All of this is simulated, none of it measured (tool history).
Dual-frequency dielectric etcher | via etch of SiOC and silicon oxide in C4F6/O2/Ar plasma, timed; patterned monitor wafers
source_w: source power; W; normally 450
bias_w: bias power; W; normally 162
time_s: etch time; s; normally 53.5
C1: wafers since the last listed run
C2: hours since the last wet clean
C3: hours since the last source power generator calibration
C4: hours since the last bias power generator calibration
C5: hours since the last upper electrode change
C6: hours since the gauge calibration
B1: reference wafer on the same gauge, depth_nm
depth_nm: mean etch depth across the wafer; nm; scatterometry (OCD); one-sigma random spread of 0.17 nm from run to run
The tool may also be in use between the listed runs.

Run 1, hour 0: usual settings; C1 0; C2 333.1; C3 4007.5; C4 3559.7; C5 1926; C6 79.6; B1 70.2. Result: depth_nm 66.1 nm.
Run 2, hour 9.5: usual settings but bias_w 134 W; C1 95; C2 342.6; C3 4017; C4 3569.2; C5 1935.5; C6 89.1; B1 70.2. Result: depth_nm 61.9 nm.
Run 3, hour 20.6: usual settings but bias_w 134 W; C1 112; C2 353.7; C3 4028.1; C4 3580.3; C5 1946.6; C6 100.2; B1 70.2. Result: depth_nm 61.9 nm.
Run 4, hour 36.6: usual settings; C1 161; C2 369.7; C3 4044.1; C4 3596.3; C5 1962.6; C6 116.2; B1 70.2. Result: depth_nm 66.3 nm.
Run 5, hour 47.5: usual settings; C1 110; C2 380.6; C3 4055; C4 3607.2; C5 1973.5; C6 127.1; B1 70.2. Result: depth_nm 66.2 nm.
At hour 77.4: wet clean of the chamber.
Run 6, hour 77.9: usual settings but time_s 42.5 s; C1 64; C2 0.5; C3 4085.4; C4 3637.6; C5 2003.9; C6 157.5; B1 70.2. Result: depth_nm 53 nm.
Run 7, hour 78.3: usual settings but time_s 42.5 s; C1 4; C2 0.9; C3 4085.8; C4 3638; C5 2004.3; C6 157.9; B1 70.2. Result: depth_nm 52.7 nm.
Run 8, hour 78.6: usual settings; C1 3; C2 1.2; C3 4086.1; C4 3638.3; C5 2004.6; C6 158.2; B1 70.2. Result: depth_nm 66.4 nm.
Run 9, hour 89: usual settings but source_w 390 W, bias_w 133 W, time_s 64.5 s; C1 105; C2 11.6; C3 4096.5; C4 3648.7; C5 2015; C6 168.6; B1 70.2. Result: depth_nm 71.8 nm.
At hour 103.9: source power generator calibrated.
Run 10, hour 104.3: usual settings but source_w 380 W, time_s 46.5 s; C1 114; C2 26.9; C3 0.4; C4 3664; C5 2030.3; C6 183.9; B1 70.1. Result: depth_nm 55.5 nm.
At hour 107.4: gauge calibrated.
At hour 113.8: bias power generator calibrated.
Run 11, hour 114.3: usual settings but source_w 370 W, bias_w 135 W, time_s 49.5 s; C1 60; C2 36.9; C3 10.4; C4 0.5; C5 2040.3; C6 6.9; B1 70.2. Result: depth_nm 55 nm.
At hour 142.8: upper electrode replaced.
Run 12, hour 143.3: usual settings but source_w 420 W, bias_w 177 W, time_s 62 s; C1 50; C2 65.9; C3 39.4; C4 29.5; C5 0.5; C6 35.9; B1 70.2. Result: depth_nm 78.3 nm.
Run 13, hour 143.6: usual settings but source_w 540 W, time_s 63 s; C1 3; C2 66.2; C3 39.7; C4 29.8; C5 0.8; C6 36.2; B1 70.2. Result: depth_nm 81.1 nm.
Run 14, hour 155.8: usual settings but source_w 540 W, time_s 63 s; C1 123; C2 78.4; C3 51.9; C4 42; C5 13; C6 48.4; B1 70.2. Result: depth_nm 81.3 nm.
Run 15, hour 165.4: usual settings but source_w 490 W, bias_w 190 W, time_s 43.5 s; C1 96; C2 88; C3 61.5; C4 51.6; C5 22.6; C6 58; B1 70.2. Result: depth_nm 58.4 nm.
Run 16, hour 179.7: usual settings but source_w 420 W, bias_w 136 W, time_s 46.5 s; C1 144; C2 102.3; C3 75.8; C4 65.9; C5 36.9; C6 72.3; B1 70.2. Result: depth_nm 53.2 nm.

Hidden state at the last listed run before each entry between runs and at the first one after, where it differs:
After run 5, before run 6: wet clean of the chamber (hour 77.4)
  the hidden state is the same at both runs
After run 9, before run 10: source power generator calibrated (hour 103.9)
  the hidden state is the same at both runs
After run 10, before run 11: gauge calibrated (hour 107.4); bias power generator calibrated (hour 113.8)
  the hidden state is the same at both runs
After run 11, before run 12: upper electrode replaced (hour 142.8)
  the hidden state is the same at both runs
